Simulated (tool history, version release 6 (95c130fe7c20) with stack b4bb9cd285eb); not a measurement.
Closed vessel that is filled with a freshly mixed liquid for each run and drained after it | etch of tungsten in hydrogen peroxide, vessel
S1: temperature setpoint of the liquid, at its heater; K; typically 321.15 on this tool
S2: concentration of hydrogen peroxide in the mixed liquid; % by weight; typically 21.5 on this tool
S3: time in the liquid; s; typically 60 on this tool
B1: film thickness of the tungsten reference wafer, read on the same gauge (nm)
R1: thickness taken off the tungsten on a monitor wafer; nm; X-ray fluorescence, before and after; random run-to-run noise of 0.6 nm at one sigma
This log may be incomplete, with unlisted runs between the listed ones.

run	day	S1	S2	S3	B1	R1
1	0	324.15	21.5	60	69.98	141.4
2	3.579	321.15	21.5	60	70	117.89
# day 3.812: new drum of peroxide connected
3	5.979	321.15	21.5	60	70.01	116.9
4	8.567	321.15	21.5	60	69.99	117.14
5	11.317	321.15	21.5	60	70	116.37
6	14.475	321.15	21.5	60	69.98	115.6
7	16.292	321.15	18	60	70.01	105.84
8	18.079	321.15	18	60	70	105.3
# day 21.079: new drum of peroxide connected
9	21.2	321.15	21.5	60	69.99	114.94
10	24.979	321.15	21.5	60	69.99	116.81
11	27.696	321.15	23.5	60	69.99	120.82
# day 29.875: peroxide flow meter replaced
12	30.133	321.15	23.5	60	70.01	127.5
# day 32.404: thermometer replaced
# day 33.554: gauge calibrated
13	34.392	321.15	23.5	60	69.99	127.41
# day 35.146: new drum of peroxide connected
14	36.571	312.65	18.5	85	70	92.67
15	38.529	321.15	21.5	60	70.02	120.48
16	40.296	321.15	17	60	69.99	106.83
17	43.167	318.15	21.5	70	70	115.57
18	47.079	314.65	21.5	50	70.03	66.12
# day 49.117: new drum of peroxide connected
19	49.642	321.15	21.5	75	70.04	150.35
20	53.925	312.65	15.5	70	69.98	69.61
21	56.254	327.65	19	70	70.03	192.78
22	58.038	321.15	21.5	60	70	119.35
23	61.162	313.65	25.5	60	70.01	81.17
# day 64.933: new drum of peroxide connected
24	73.404	321.15	17.5	30	70.01	53.19
25	76.221	321.15	21.5	60	70.02	117.2
26	78.542	315.15	16	60	70.01	69.4
27	81.646	326.15	23	45	70.01	122.62

What if the next run were any one of these 4? Each begins from the tool's condition after run 27:
A	81.675	321.15	21.5	60	?	?
B	81.675	327.15	16	75	?	?
C	81.675	325.65	18	75	?	?
D	81.675	321.15	21.5	50	?	?

run	B1	R1
A	70	117.18
B	70	181.93
C	70	176.38
D	70	97.65
Stripped of hidden state, with their random variation kept, the same runs would have yielded:
run	R1
A	122.26
B	189.82
C	184.03
D	101.89
